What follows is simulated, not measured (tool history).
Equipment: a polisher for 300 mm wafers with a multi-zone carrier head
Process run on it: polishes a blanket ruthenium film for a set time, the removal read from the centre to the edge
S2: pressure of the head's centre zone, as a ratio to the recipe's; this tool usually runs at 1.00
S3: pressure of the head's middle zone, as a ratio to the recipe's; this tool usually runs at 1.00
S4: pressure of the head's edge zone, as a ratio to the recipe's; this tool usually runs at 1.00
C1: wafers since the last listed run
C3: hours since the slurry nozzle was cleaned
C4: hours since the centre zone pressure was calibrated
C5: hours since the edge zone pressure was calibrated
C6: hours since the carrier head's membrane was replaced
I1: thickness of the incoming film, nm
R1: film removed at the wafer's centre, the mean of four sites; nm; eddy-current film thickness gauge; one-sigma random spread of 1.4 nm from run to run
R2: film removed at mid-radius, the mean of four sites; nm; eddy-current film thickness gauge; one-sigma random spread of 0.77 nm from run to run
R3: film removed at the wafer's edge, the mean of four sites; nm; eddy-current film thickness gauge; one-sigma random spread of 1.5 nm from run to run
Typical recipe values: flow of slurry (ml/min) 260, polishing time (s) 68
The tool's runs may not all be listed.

Run 1, hour 0.0: usual settings but polishing time (s) 56; C1 0; wafers polished on this pad 240; C3 544.3; C4 929.6; C5 636.7; C6 1251.3; I1 402.6. Result: R1 89.9 nm, R2 88.8 nm, R3 91.2 nm.
Run 2, hour 17.8: usual settings but flow of slurry (ml/min) 210, polishing time (s) 54; C1 108; wafers polished on this pad 349; C3 562.1; C4 947.4; C5 654.5; C6 1269.1; I1 392.0. Result: R1 84.4 nm, R2 81.5 nm, R3 86.5 nm.
Run 3, hour 34.6: usual settings; C1 102; wafers polished on this pad 451; C3 578.9; C4 964.2; C5 671.3; C6 1285.9; I1 401.7. Result: R1 107.5 nm, R2 105.4 nm, R3 108.0 nm.
Run 4, hour 66.7: usual settings but flow of slurry (ml/min) 195; C1 196; wafers polished on this pad 648; C3 611.0; C4 996.3; C5 703.4; C6 1318.0; I1 406.8. Result: R1 101.6 nm, R2 99.1 nm, R3 101.2 nm.
Run 5, hour 83.5: usual settings but flow of slurry (ml/min) 195; C1 102; wafers polished on this pad 750; C3 627.8; C4 1013.1; C5 720.2; C6 1334.8; I1 400.5. Result: R1 97.6 nm, R2 98.7 nm, R3 100.2 nm.
Run 6, hour 108.1: usual settings; C1 150; wafers polished on this pad 901; C3 652.4; C4 1037.7; C5 744.8; C6 1359.4; I1 400.7. Result: R1 103.3 nm, R2 100.9 nm, R3 101.8 nm.
At hour 125.8: worn pad replaced by a new one.
Run 7, hour 126.3: usual settings; C1 86; wafers polished on this pad 2; C3 670.6; C4 1055.9; C5 763.0; C6 1377.6; I1 403.4. Result: R1 110.7 nm, R2 108.4 nm, R3 109.6 nm.
At hour 137.8: centre zone pressure recalibrated.
Run 8, hour 158.4: usual settings; C1 183; wafers polished on this pad 186; C3 702.7; C4 20.6; C5 795.1; C6 1409.7; I1 401.2. Result: R1 107.8 nm, R2 106.1 nm, R3 109.4 nm.
Run 9, hour 180.1: usual settings; C1 132; wafers polished on this pad 319; C3 724.4; C4 42.3; C5 816.8; C6 1431.4; I1 401.2. Result: R1 106.7 nm, R2 105.5 nm, R3 107.3 nm.
At hour 188.9: edge zone pressure recalibrated.
Run 10, hour 199.2: usual settings but flow of slurry (ml/min) 185, S3 1.09; C1 104; wafers polished on this pad 424; C3 743.5; C4 61.4; C5 10.3; C6 1450.5; I1 394.8. Result: R1 101.0 nm, R2 105.2 nm, R3 103.2 nm.
Run 11, hour 213.3: usual settings but S2 0.89, S3 1.09, polishing time (s) 75; C1 86; wafers polished on this pad 510; C3 757.6; C4 75.5; C5 24.4; C6 1464.6; I1 407.8. Result: R1 102.8 nm, R2 121.1 nm, R3 113.9 nm.
Run 12, hour 234.1: usual settings but flow of slurry (ml/min) 195, S3 1.04, S4 0.97; C1 127; wafers polished on this pad 637; C3 778.4; C4 96.3; C5 45.2; C6 1485.4; I1 403.6. Result: R1 98.4 nm, R2 102.8 nm, R3 101.8 nm.
At hour 283.9: worn pad replaced by a new one.
At hour 294.3: slurry nozzle cleaned.
Run 13, hour 335.4: usual settings but flow of slurry (ml/min) 325; C1 588; wafers polished on this pad 308; C3 41.1; C4 197.6; C5 146.5; C6 1586.7; I1 399.7. Result: R1 111.0 nm, R2 109.9 nm, R3 109.2 nm.
Run 14, hour 370.5: usual settings but flow of slurry (ml/min) 180; C1 214; wafers polished on this pad 523; C3 76.2; C4 232.7; C5 181.6; C6 1621.8; I1 399.1. Result: R1 98.7 nm, R2 100.2 nm, R3 102.2 nm.
At hour 394.4: carrier head's membrane replaced by a new one.
Run 15, hour 394.9: usual settings; C1 118; wafers polished on this pad 641; C3 100.6; C4 257.1; C5 206.0; C6 0.5; I1 399.0. Result: R1 106.5 nm, R2 103.1 nm, R3 105.6 nm.
At hour 434.3: worn pad replaced by a new one.
Run 16, hour 441.7: usual settings but flow of slurry (ml/min) 345, S2 1.03, S4 1.12; C1 261; wafers polished on this pad 45; C3 147.4; C4 303.9; C5 252.8; C6 47.3; I1 393.5. Result: R1 120.4 nm, R2 112.0 nm, R3 120.2 nm.
Run 17, hour 456.1: usual settings; C1 88; wafers polished on this pad 133; C3 161.8; C4 318.3; C5 267.2; C6 61.7; I1 394.0. Result: R1 112.2 nm, R2 108.8 nm, R3 108.5 nm.
Run 18, hour 469.5: usual settings but S2 0.89; C1 81; wafers polished on this pad 215; C3 175.2; C4 331.7; C5 280.6; C6 75.1; I1 396.9. Result: R1 98.9 nm, R2 107.1 nm, R3 112.6 nm.
Run 19, hour 496.2: usual settings but flow of slurry (ml/min) 310, S3 1.12; C1 163; wafers polished on this pad 378; C3 201.9; C4 358.4; C5 307.3; C6 101.8; I1 398.9. Result: R1 109.2 nm, R2 116.5 nm, R3 110.3 nm.
Run 20, hour 532.0: usual settings but S2 1.08, S4 1.06, polishing time (s) 55; C1 218; wafers polished on this pad 597; C3 237.7; C4 394.2; C5 343.1; C6 137.6; I1 398.7. Result: R1 90.2 nm, R2 84.7 nm, R3 87.5 nm.
Run 21, hour 567.4: usual settings but S2 1.10, polishing time (s) 58; C1 216; wafers polished on this pad 813; C3 273.1; C4 429.6; C5 378.5; C6 173.0; I1 407.9. Result: R1 97.7 nm, R2 86.6 nm, R3 87.4 nm.

Some steps in R1, run to run, broken into two amounts with sign: the step expected even without the hidden condition (settings, incoming material, random variation), and the rest, left for the hidden condition together with whatever gauge scatter is not in both the measured and the hidden-condition-free result:
The hidden state here: removal rate lost through wear of the pad, %; slurry flow missing at the pad, %; deviation of the centre zone's pressure from its setpoint, %; deviation of the edge zone's pressure from its setpoint, %.
Run 2 -> 3: flow of slurry (ml/min) 210 -> 260, polishing time (s) 54 -> 68. R1 +23.1 nm: hidden state -1.9, all else +25.0.
Run 6 -> 7: worn pad replaced by a new one. R1 +7.4 nm: hidden state +7.2, all else +0.2.
Run 15 -> 16: flow of slurry (ml/min) 260 -> 345, S2 1.00 -> 1.03, S4 1.00 -> 1.12, worn pad replaced by a new one. R1 +13.9 nm: hidden state +5.6, all else +8.3.
Run 19 -> 20: flow of slurry (ml/min) 310 -> 260, S2 1.00 -> 1.08, S3 1.12 -> 1.00, S4 1.00 -> 1.06, polishing time (s) 68 -> 55. R1 -19.0 nm: hidden state -1.2, all else -17.8.

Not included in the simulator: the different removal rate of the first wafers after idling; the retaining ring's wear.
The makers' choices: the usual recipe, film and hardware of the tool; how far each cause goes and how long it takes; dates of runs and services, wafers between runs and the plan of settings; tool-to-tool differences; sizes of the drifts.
